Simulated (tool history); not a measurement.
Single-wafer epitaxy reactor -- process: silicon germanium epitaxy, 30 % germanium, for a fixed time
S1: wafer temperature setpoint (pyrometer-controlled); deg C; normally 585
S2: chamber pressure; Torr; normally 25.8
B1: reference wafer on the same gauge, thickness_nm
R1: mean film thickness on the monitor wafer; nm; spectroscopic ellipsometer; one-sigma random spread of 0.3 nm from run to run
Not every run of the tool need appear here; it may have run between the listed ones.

run,hour,S1,S2,B1,R1
1,0.0,582,25.8,57.950,53.130
2,10.5,594,23.6,57.910,65.815
3,24.7,594,23.6,58.004,66.232
4,37.6,594,23.6,58.052,65.620
5,53.8,585,25.8,58.078,57.190
6,64.8,585,27.5,57.875,58.283
7,82.0,585,25.8,58.075,57.091
8,94.1,585,25.8,57.968,56.730
9,105.4,585,25.8,58.037,57.240
# hour 115.8: showerhead replaced, of another model than before
10,120.0,585,25.8,57.980,57.132
11,129.3,585,25.8,57.930,57.751
# hour 146.4: pyrometer calibrated
12,146.9,585,29.9,57.851,54.381
# hour 158.5: capacitance manometer re-zeroed and calibrated
13,159.0,585,29.9,58.032,53.872
14,162.2,585,29.9,58.044,53.638
# hour 167.5: gauge calibrated
15,177.7,588,25.8,57.994,55.138
16,184.6,597,23.0,57.983,64.862
17,196.0,572,23.0,57.964,37.341
18,202.9,577,22.7,57.979,41.805
19,211.2,590,25.8,57.900,57.403
20,222.3,585,30.2,58.015,53.998
21,228.9,597,21.0,58.103,62.873
22,242.1,585,25.8,58.004,51.931
23,249.9,573,28.0,57.943,40.333
24,263.5,585,30.6,57.988,54.331
25,273.3,589,29.7,58.036,58.635
26,286.0,570,21.0,58.143,34.631
27,300.8,585,25.8,57.892,51.708
28,318.3,585,25.8,58.001,51.817
29,330.2,576,25.8,58.015,42.455
30,338.5,585,19.4,58.045,48.012
31,367.5,573,28.0,57.873,41.155
32,399.9,585,30.0,58.060,53.962
33,414.4,571,31.1,57.884,40.400
34,425.1,591,29.5,58.007,61.602
35,434.8,585,25.8,57.951,51.457

Branching from run 35: 4 alternative next runs. What would each branch give?
A,435.2,585,25.8,?,?
B,435.2,585,30.7,?,?
C,435.2,585,20.6,?,?
D,435.2,591,29.4,?,?

run,B1,R1
A,57.903,51.799
B,57.903,54.501
C,57.903,48.678
D,57.903,61.172
Take away the tool's hidden state, keep each run's random variation, and the runs would have read:
run,R1
A,51.872
B,54.578
C,48.747
D,61.257
